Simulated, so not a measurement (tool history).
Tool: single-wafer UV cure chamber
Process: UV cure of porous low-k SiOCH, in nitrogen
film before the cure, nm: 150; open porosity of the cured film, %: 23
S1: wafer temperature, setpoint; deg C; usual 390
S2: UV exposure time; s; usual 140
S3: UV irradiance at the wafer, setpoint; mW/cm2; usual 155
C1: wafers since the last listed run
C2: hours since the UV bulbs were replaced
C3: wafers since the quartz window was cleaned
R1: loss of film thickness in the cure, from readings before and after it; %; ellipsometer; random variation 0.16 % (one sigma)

run	hour	S1	S2	S3	C1	C2	C3	R1
1	0.0	390	105	155	0	990.0	2986	9.994
2	47.7	406	85	155	431	1037.7	3417	9.426
# hour 65.8: quartz window cleaned
3	117.4	406	85	155	557	1107.4	466	9.989
4	187.1	390	140	155	630	1177.1	1096	11.599
5	218.0	390	140	155	279	1208.0	1375	11.180
6	255.4	390	140	155	338	1245.4	1713	11.642
7	307.2	390	140	155	468	1297.2	2181	11.451
8	347.8	390	140	155	366	1337.8	2548	11.399
9	388.3	390	140	155	366	1378.3	2914	11.449
# hour 478.9: quartz window cleaned
10	583.1	390	120	155	1688	1573.1	942	10.917
11	625.5	400	140	135	383	1615.5	1325	11.121
12	660.8	400	140	135	319	1650.8	1644	11.040
13	728.4	400	140	135	611	1718.4	2255	10.935
14	799.9	376	140	155	646	1789.9	2901	11.078
# hour 844.4: quartz window cleaned
# hour 920.3: UV bulbs replaced
15	1008.6	407	195	155	1741	88.3	1412	13.095
16	1084.4	383	140	155	685	164.1	2097	11.102
17	1131.4	407	195	155	424	211.1	2522	12.813
# hour 1173.5: quartz window cleaned
18	1181.3	390	80	155	378	261.0	70	9.645
19	1246.7	408	75	132	591	326.4	661	8.643
20	1287.9	397	180	120	372	367.6	1034	11.874
21	1313.1	390	140	155	227	392.8	1262	11.578
22	1377.3	390	140	155	580	457.0	1842	11.450
23	1421.6	403	105	186	400	501.3	2242	11.161
24	1481.1	390	140	129	537	560.8	2780	10.557
25	1549.0	372	115	155	613	628.7	3394	10.233
# hour 1565.1: quartz window cleaned
26	1607.4	374	190	182	455	687.1	382	13.800
27	1663.4	399	140	192	506	743.1	888	13.040
28	1700.6	371	115	155	336	780.3	1224	10.560

3 ways to go on from here, each from the tool as it stands after run 28. What would each give?
A	1701.1	390	175	155	4	780.8	1229	?
B	1701.1	397	110	128	4	780.8	1229	?
C	1701.1	378	170	180	4	780.8	1229	?

run	R1
A	12.931
B	10.049
C	13.275
Without the tool's hidden state the same runs would have given:
run	R1
A	13.653
B	10.724
C	14.001

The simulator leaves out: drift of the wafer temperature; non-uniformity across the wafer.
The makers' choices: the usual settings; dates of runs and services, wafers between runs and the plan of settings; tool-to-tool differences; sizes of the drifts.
